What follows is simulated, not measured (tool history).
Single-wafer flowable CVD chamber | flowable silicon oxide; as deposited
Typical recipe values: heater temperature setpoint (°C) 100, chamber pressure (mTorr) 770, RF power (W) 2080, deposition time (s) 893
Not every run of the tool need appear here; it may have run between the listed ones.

run    hour  heater temperature setpoint (°C)  chamber pressure (mTorr)  RF power (W)  deposition time (s)  read-back reference wafer on the same gauge, thickness_nm  mean film thickness on the monitor wafer (Å)
  1     0.0                               100                       908          2380                  893                                                    461.716                                       6673.08
  2    35.7                               100                       908          2380                  893                                                    461.766                                       6702.79
  3    77.4                               100                       908          2380                  893                                                    461.883                                       6659.71
  4   129.1                               100                       770          2080                  893                                                    461.664                                       5512.60
  5   163.6                               100                       770          2080                  893                                                    461.941                                       5530.54
  6   234.4                               100                       770          2080                  808                                                    461.727                                       4964.61
  7   269.3                               100                       770          2080                  808                                                    461.836                                       4977.13
      346.5  -- showerhead replaced
  8   347.0                               100                       718          2080                  893                                                    462.168                                       5086.04
  9   402.2                               100                       718          2080                  893                                                    461.785                                       5071.62
      430.8  -- gauge calibrated
 10   468.6                               100                       770          2080                  893                                                    462.406                                       5432.93
      493.4  -- thermocouple changed; heater temperature recalibrated
 11   511.1                               100                       770          2080                  893                                                    462.432                                       5395.43
 12   633.1                               100                       770          2080                  893                                                    462.120                                       5430.82
 13   661.4                                94                       770          2080                  981                                                    462.220                                       7409.50
 14   716.9                                93                       837          2485                 1031                                                    462.112                                       9269.99
      755.8  -- capacitance manometer re-zeroed and calibrated
      768.6  -- RF generator calibrated
 15   770.8                               109                       832          2080                  829                                                    461.814                                       3919.11
 16   800.1                               100                       931          1755                  893                                                    462.488                                       6265.15
 17   858.3                               100                       591          1765                  765                                                    462.186                                       3391.19
 18   900.9                               100                       770          2080                  893                                                    461.926                                       5431.80
 19   927.0                               109                       770          1850                  970                                                    461.976                                       4032.84
 20   976.2                                91                       687          2390                  763                                                    462.036                                       6062.17
 21  1006.4                               100                       770          2080                  893                                                    461.258                                       5485.29
 22  1042.5                               109                       770          1845                 1020                                                    461.539                                       4245.12

For each run, the measured value with the value that run would have given without the tool's hidden condition subtracted. The run-to-run variation is shared by both, the gauge scatter possibly not:
The tool's hidden condition here consists of: wafer temperature above the value expected at the setpoint (K); delivered RF power above the setpoint (%); true pressure above the setpoint (%); gauge reads high (%).
run  mean film thickness on the monitor wafer (Å)
  1                                        -14.98
  2                                        -17.33
  3                                        -20.17
  4                                        -26.00
  5                                        -29.34
  6                                        -33.03
  7                                        -36.76
  8                                        -48.40
  9                                        -56.84
 10                                        -73.03
 11                                        -80.86
 12                                       -108.36
 13                                       -157.24
 14                                       -137.68
 15                                        -13.54
 16                                        -31.80
 17                                        -17.82
 18                                        -20.43
 19                                        -22.96
 20                                        -19.72
 21                                        -24.40
 22                                        -29.62

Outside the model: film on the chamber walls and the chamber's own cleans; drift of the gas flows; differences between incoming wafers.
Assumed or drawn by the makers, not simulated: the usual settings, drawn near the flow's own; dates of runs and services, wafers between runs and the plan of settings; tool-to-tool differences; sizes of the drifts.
